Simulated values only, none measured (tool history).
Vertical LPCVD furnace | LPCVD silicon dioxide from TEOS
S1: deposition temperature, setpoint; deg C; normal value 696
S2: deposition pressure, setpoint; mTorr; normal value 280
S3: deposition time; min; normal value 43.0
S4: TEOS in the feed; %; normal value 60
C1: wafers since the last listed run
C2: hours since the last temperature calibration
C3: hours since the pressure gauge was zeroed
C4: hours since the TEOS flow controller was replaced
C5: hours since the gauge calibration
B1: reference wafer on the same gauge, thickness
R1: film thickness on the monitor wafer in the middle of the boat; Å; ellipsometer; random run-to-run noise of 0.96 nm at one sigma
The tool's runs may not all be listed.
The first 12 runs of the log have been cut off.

run	hour	S1	S2	S3	S4	C1	C2	C3	C4	C5	B1	R1
13	703.7	696	280	43.0	60	724	3933.5	114.5	2682.2	1723.5	291.81	2659.9
14	738.0	688	280	53.0	60	456	3967.8	148.8	2716.5	1757.8	292.33	2711.0
# hour 772.5: gauge calibrated
# hour 817.5: thermocouples replaced and temperature profile calibrated
15	818.0	707	280	43.0	60	744	0.5	228.8	2796.5	45.5	291.91	3298.9
# hour 865.7: TEOS flow controller replaced
16	866.2	692	280	31.5	65	321	48.7	277.0	0.5	93.7	291.92	1779.2
17	874.2	704	250	60.0	67	106	56.7	285.0	8.5	101.7	291.97	4278.7
18	917.5	692	280	31.5	65	575	100.0	328.3	51.8	145.0	291.96	1792.1
19	968.7	696	280	34.0	60	680	151.2	379.5	103.0	196.2	291.77	2011.8
20	1013.6	692	240	33.5	48	597	196.1	424.4	147.9	241.1	292.58	1509.0
21	1158.7	696	320	43.0	60	1929	341.2	569.5	293.0	386.2	292.30	2738.2
22	1228.3	696	280	43.0	60	925	410.8	639.1	362.6	455.8	291.94	2554.9
23	1271.2	696	280	43.0	60	570	453.7	682.0	405.5	498.7	291.86	2566.7
24	1311.2	686	345	43.0	70	532	493.7	722.0	445.5	538.7	291.65	2447.0
25	1360.3	696	280	33.0	55	653	542.8	771.1	494.6	587.8	292.01	1900.3
26	1402.6	696	280	55.5	60	562	585.1	813.4	536.9	630.1	291.99	3318.4
27	1468.1	704	230	43.0	68	871	650.6	878.9	602.4	695.6	292.44	3001.8
28	1506.5	696	280	53.0	57	510	689.0	917.3	640.8	734.0	291.93	3094.2

Run 29 has not been measured yet. What should we expect?
29	1560.9	696	280	43.0	68	723	743.4	971.7	695.2	788.4	?	?

B1: 292.09
R1: 2755.9 Å
Were there no unlogged condition in the tool, this run, its random variation unchanged, would have produced R1 2732.2 Å.

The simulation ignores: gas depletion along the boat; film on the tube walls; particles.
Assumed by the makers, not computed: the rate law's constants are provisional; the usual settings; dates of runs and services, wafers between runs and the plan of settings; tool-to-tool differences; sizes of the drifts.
